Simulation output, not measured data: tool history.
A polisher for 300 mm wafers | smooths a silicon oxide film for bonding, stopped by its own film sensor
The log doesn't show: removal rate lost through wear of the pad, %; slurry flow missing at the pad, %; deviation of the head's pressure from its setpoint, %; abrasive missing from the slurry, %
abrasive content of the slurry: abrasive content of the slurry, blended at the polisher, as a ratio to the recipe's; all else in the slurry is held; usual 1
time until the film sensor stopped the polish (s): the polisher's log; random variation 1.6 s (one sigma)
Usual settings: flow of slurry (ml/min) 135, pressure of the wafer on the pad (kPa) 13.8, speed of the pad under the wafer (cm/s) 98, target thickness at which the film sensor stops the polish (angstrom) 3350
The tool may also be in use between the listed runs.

| run | hour | flow of slurry (ml/min) | pressure of the wafer on the pad (kPa) | speed of the pad under the wafer (cm/s) | abrasive content of the slurry | target thickness at which the film sensor stops the polish (angstrom) | wafers since the last listed run | wafers polished on this pad | hours since the slurry nozzle was cleaned | hours since the head pressure was calibrated | hours since the slurry blender was calibrated | incoming thickness of the incoming film, nm | time until the film sensor stopped the polish (s) |
|---|---|---|---|---|---|---|---|---|---|---|---|---|---|
| 1 | 0 | 135 | 13.8 | 98 | 1 | 3350 | 0 | 301 | 71.7 | 276.8 | 16.2 | 431.5 | 170.4 |
| 2 | 14.3 | 135 | 13.8 | 98 | 1 | 3350 | 83 | 384 | 86 | 291.1 | 30.5 | 423.4 | 156.1 |
| 3 | 31.9 | 135 | 13.8 | 98 | 1 | 3350 | 102 | 487 | 103.6 | 308.7 | 48.1 | 425.7 | 163.5 |
| 4 | 40.8 | 135 | 13.8 | 98 | 1 | 3350 | 51 | 539 | 112.5 | 317.6 | 57 | 430.9 | 173 |
|  | 55.4 | head pressure recalibrated |
| 5 | 93.4 | 135 | 13.8 | 98 | 1 | 3350 | 294 | 834 | 165.1 | 38 | 109.6 | 423.1 | 167.1 |
| 6 | 110.9 | 135 | 13.8 | 98 | 1 | 3350 | 101 | 936 | 182.6 | 55.5 | 127.1 | 434.6 | 189.9 |
| 7 | 126.8 | 135 | 13.8 | 98 | 1 | 3350 | 92 | 1028 | 198.5 | 71.4 | 143 | 428.5 | 180.8 |
| 8 | 140.4 | 150 | 15.2 | 98 | 1 | 3350 | 79 | 1108 | 212.1 | 85 | 156.6 | 439.5 | 179.2 |
| 9 | 150.3 | 150 | 15.2 | 98 | 1 | 3350 | 57 | 1165 | 222 | 94.9 | 166.5 | 432.1 | 168.2 |
| 10 | 161.9 | 155 | 13.8 | 98 | 1 | 3350 | 67 | 1233 | 233.6 | 106.5 | 178.1 | 434.8 | 191.5 |
| 11 | 169.6 | 155 | 13.8 | 98 | 1 | 3350 | 44 | 1278 | 241.3 | 114.2 | 185.8 | 433 | 188.6 |
|  | 178.4 | worn pad replaced by a new one |
| 12 | 186.3 | 155 | 13.8 | 98 | 1 | 3350 | 74 | 46 | 258 | 130.9 | 202.5 | 421.5 | 167.4 |
|  | 198.8 | slurry nozzle cleaned |
| 13 | 200.7 | 135 | 13.8 | 98 | 1 | 3200 | 78 | 124 | 1.9 | 145.3 | 216.9 | 430.2 | 204.6 |
| 14 | 207.9 | 135 | 13.8 | 98 | 1 | 3200 | 41 | 166 | 9.1 | 152.5 | 224.1 | 428.9 | 204.8 |
|  | 218.3 | slurry blender recalibrated |
| 15 | 218.8 | 165 | 13.8 | 98 | 1 | 3350 | 51 | 217 | 20 | 163.4 | 0.5 | 433.3 | 164.5 |
| 16 | 233 | 135 | 13.8 | 98 | 1 | 3350 | 82 | 300 | 34.2 | 177.6 | 14.7 | 425.9 | 160 |
| 17 | 242.3 | 150 | 17.9 | 98 | 1 | 3350 | 54 | 354 | 43.5 | 186.9 | 24 | 430.4 | 126.8 |
| 18 | 258.9 | 135 | 13.8 | 98 | 1 | 3350 | 96 | 451 | 60.1 | 203.5 | 40.6 | 428 | 166.2 |
| 19 | 268.6 | 90 | 15.2 | 98 | 0.75 | 3450 | 56 | 508 | 69.8 | 213.2 | 50.3 | 423.1 | 175.2 |
| 20 | 276.4 | 135 | 13.8 | 98 | 1 | 3350 | 45 | 553 | 77.6 | 221 | 58.1 | 435.6 | 184.5 |
| 21 | 286.9 | 115 | 15.9 | 98 | 1.15 | 3070 | 61 | 614 | 88.1 | 231.5 | 68.6 | 436.5 | 200.1 |
| 22 | 304.7 | 135 | 13.8 | 98 | 1.25 | 3590 | 103 | 718 | 105.9 | 249.3 | 86.4 | 434.3 | 123.6 |
| 23 | 322.9 | 135 | 13.8 | 98 | 1 | 3350 | 106 | 824 | 124.1 | 267.5 | 104.6 | 434.9 | 187.7 |
|  | 325.5 | head pressure recalibrated |
| 24 | 338.9 | 135 | 13.8 | 98 | 1 | 3350 | 81 | 906 | 140.1 | 13.4 | 120.6 | 426.4 | 175.9 |
| 25 | 353.6 | 100 | 11 | 118 | 1 | 3350 | 85 | 991 | 154.8 | 28.1 | 135.3 | 432 | 216.7 |
| 26 | 365.5 | 135 | 9.7 | 120 | 1 | 3210 | 69 | 1061 | 166.7 | 40 | 147.2 | 428.1 | 245.5 |

Forecast run 27:
| 27 | 381.2 | 150 | 13.8 | 122 | 1 | 3180 | 91 | 1152 | 182.4 | 55.7 | 162.9 | 424.5 | ? |

Run 27 gave time until the film sensor stopped the polish (s) 168.7.
Without the tool's hidden state the same run would have given time until the film sensor stopped the polish (s) 146.8.
